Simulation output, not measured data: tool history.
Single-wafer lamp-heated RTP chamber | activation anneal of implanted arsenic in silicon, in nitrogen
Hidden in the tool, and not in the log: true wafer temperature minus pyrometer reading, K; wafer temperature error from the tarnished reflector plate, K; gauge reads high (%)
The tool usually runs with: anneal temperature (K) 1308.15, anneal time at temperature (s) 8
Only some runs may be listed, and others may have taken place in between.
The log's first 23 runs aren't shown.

run,day,anneal temperature (K),anneal time at temperature (s),wafers since the last listed run,wafers since the last pyrometer calibration,wafers since the reflector plate was cleaned,hours since the gauge calibration,"read-back reference wafer on the same gauge, sheet resistance",sheet resistance of the implanted and annealed layer (ohm/square)
24,47.300,1325.15,11,341,6169,1130,1746.2,288.03,242.53
25,49.054,1316.15,6,399,6568,1529,1788.3,287.93,250.56
26,51.425,1336.15,8,539,7108,2068,1845.2,287.53,243.80
# day 51.679: gauge calibrated
27,52.579,1287.15,10,262,7370,2331,21.6,288.19,251.76
# day 54.025: pyrometer window cleaned and pyrometer calibrated
28,54.167,1308.15,10,285,32,2616,59.7,288.07,249.34
29,56.746,1308.15,11,586,619,3203,121.6,287.89,248.07
# day 59.479: reflector plate cleaned
30,59.500,1308.15,8,550,1170,5,187.7,287.83,251.87
31,61.200,1285.15,8,386,1556,391,228.5,288.04,255.83
32,63.346,1322.15,8,488,2044,879,280.0,288.33,247.69
33,65.354,1308.15,8,456,2501,1336,328.2,288.32,250.90
34,67.725,1287.15,10,539,3041,1876,385.1,287.91,253.59
35,68.842,1328.15,3,254,3295,2130,411.9,288.01,256.24
36,71.262,1337.15,8,550,3845,2680,470.0,288.41,244.22

Branching from run 36: 5 alternative next runs. What would each branch give?
A,71.279,1308.15,6,3,3849,2684,470.4,?,?
B,71.279,1286.15,11,3,3849,2684,470.4,?,?
C,71.279,1294.15,8,3,3849,2684,470.4,?,?
D,71.279,1334.15,10,3,3849,2684,470.4,?,?
E,71.279,1329.15,8,3,3849,2684,470.4,?,?

run,"read-back reference wafer on the same gauge, sheet resistance",sheet resistance of the implanted and annealed layer (ohm/square)
A,288.03,252.49
B,288.03,251.17
C,288.03,252.37
D,288.03,242.32
E,288.03,245.98
Take away the tool's hidden state, keep each run's random variation, and the runs would have read:
run,sheet resistance of the implanted and annealed layer (ohm/square)
A,252.49
B,251.17
C,252.37
D,242.32
E,245.98
